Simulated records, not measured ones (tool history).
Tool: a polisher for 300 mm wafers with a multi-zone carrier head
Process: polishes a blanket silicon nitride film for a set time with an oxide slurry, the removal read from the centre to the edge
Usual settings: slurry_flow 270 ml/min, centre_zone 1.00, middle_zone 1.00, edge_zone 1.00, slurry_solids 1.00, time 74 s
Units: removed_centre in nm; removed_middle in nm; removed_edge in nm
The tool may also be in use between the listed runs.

| run | day | slurry_flow | centre_zone | middle_zone | edge_zone | slurry_solids | time | wafers since the last listed run | wafers polished on this pad | hours since the slurry nozzle was cleaned | hours since the centre zone pressure was calibrated | hours since the edge zone pressure was calibrated | hours since the carrier head's membrane was replaced | incoming thickness of the incoming film, nm | removed_centre | removed_middle | removed_edge |
|---|---|---|---|---|---|---|---|---|---|---|---|---|---|---|---|---|---|
| 1 | 0.000 | 270 | 1.00 | 1.00 | 1.00 | 1.00 | 74 | 0 | 2337 | 237.0 | 290.0 | 322.1 | 781.4 | 507.8 | 75.0 | 77.0 | 76.5 |
|  | 0.504 | carrier head's membrane replaced by a new one |
|  | 5.096 | worn pad replaced by a new one |
|  | 6.262 | slurry nozzle cleaned |
| 2 | 7.062 | 270 | 1.00 | 1.00 | 1.00 | 1.00 | 74 | 1668 | 482 | 19.2 | 459.5 | 491.6 | 157.4 | 501.7 | 77.3 | 77.0 | 79.9 |
|  | 8.325 | centre zone pressure recalibrated |
| 3 | 9.442 | 270 | 1.00 | 1.00 | 0.91 | 1.00 | 58 | 576 | 1059 | 76.3 | 26.8 | 548.7 | 214.5 | 501.5 | 60.1 | 60.2 | 59.8 |
| 4 | 12.192 | 195 | 1.00 | 0.90 | 1.00 | 1.00 | 59 | 690 | 1749 | 142.3 | 92.8 | 614.7 | 280.5 | 497.2 | 56.8 | 54.0 | 59.7 |
| 5 | 13.638 | 320 | 1.00 | 0.94 | 1.00 | 1.00 | 56 | 362 | 2112 | 177.0 | 127.5 | 649.4 | 315.2 | 493.9 | 58.5 | 57.1 | 59.9 |
| 6 | 16.362 | 340 | 0.96 | 1.00 | 1.00 | 1.00 | 82 | 684 | 2796 | 242.4 | 192.9 | 714.8 | 380.6 | 500.8 | 82.3 | 86.7 | 86.4 |
| 7 | 18.617 | 270 | 1.00 | 1.00 | 1.00 | 1.00 | 54 | 565 | 3362 | 296.5 | 247.0 | 768.9 | 434.7 | 498.0 | 54.9 | 55.3 | 55.4 |
|  | 19.825 | worn pad replaced by a new one |
| 8 | 20.867 | 270 | 1.00 | 1.00 | 1.00 | 1.00 | 74 | 522 | 261 | 350.5 | 301.0 | 822.9 | 488.7 | 491.0 | 79.1 | 80.1 | 79.2 |
| 9 | 22.079 | 270 | 1.00 | 1.00 | 1.00 | 1.15 | 74 | 304 | 566 | 379.6 | 330.1 | 852.0 | 517.8 | 505.8 | 82.4 | 83.1 | 84.0 |
|  | 22.667 | slurry nozzle cleaned |
| 10 | 25.025 | 200 | 1.00 | 1.00 | 0.95 | 1.00 | 74 | 729 | 1295 | 56.6 | 400.8 | 922.7 | 588.5 | 500.5 | 73.0 | 74.6 | 72.9 |
| 11 | 27.129 | 270 | 1.00 | 1.03 | 0.95 | 1.00 | 74 | 528 | 1823 | 107.1 | 451.3 | 973.2 | 639.0 | 499.8 | 76.1 | 78.0 | 75.9 |
|  | 28.438 | carrier head's membrane replaced by a new one |
| 12 | 29.371 | 270 | 1.08 | 1.06 | 1.00 | 1.10 | 49 | 510 | 2333 | 160.9 | 505.1 | 1027.0 | 22.4 | 499.9 | 55.7 | 54.9 | 53.2 |
| 13 | 31.142 | 270 | 1.00 | 1.00 | 1.00 | 1.00 | 74 | 444 | 2778 | 203.4 | 547.6 | 1069.5 | 64.9 | 504.5 | 74.2 | 74.0 | 75.9 |
| 14 | 32.329 | 270 | 1.00 | 1.00 | 1.00 | 1.00 | 53 | 298 | 3076 | 231.9 | 576.1 | 1098.0 | 93.4 | 499.8 | 53.9 | 53.0 | 54.7 |
| 15 | 33.700 | 270 | 1.00 | 0.91 | 0.95 | 1.00 | 92 | 344 | 3420 | 264.8 | 609.0 | 1130.9 | 126.3 | 492.1 | 92.7 | 87.6 | 93.4 |
|  | 33.908 | centre zone pressure recalibrated |
| 16 | 34.938 | 270 | 1.00 | 1.00 | 1.00 | 1.00 | 74 | 289 | 3710 | 294.5 | 24.7 | 1160.6 | 156.0 | 494.7 | 74.6 | 75.9 | 76.5 |
|  | 35.188 | worn pad replaced by a new one |
|  | 35.496 | edge zone pressure recalibrated |
| 17 | 36.279 | 270 | 1.00 | 1.00 | 1.00 | 1.00 | 74 | 274 | 253 | 326.7 | 56.9 | 18.8 | 188.2 | 489.4 | 77.9 | 79.6 | 79.8 |
| 18 | 38.100 | 270 | 1.00 | 1.00 | 1.11 | 1.00 | 74 | 457 | 710 | 370.4 | 100.6 | 62.5 | 231.9 | 495.0 | 76.1 | 78.0 | 82.4 |

Run 19 comes next. What will it give?
| 19 | 40.017 | 270 | 0.90 | 1.00 | 1.00 | 1.20 | 100 | 481 | 1191 | 416.4 | 146.6 | 108.5 | 277.9 | 494.8 | ? | ? | ? |

removed_centre: 100.9 nm
removed_middle: 113.8 nm
removed_edge: 115.7 nm
Without the tool's hidden state the same run would have given removed_centre 105.0 nm, removed_middle 118.5 nm, removed_edge 120.4 nm.
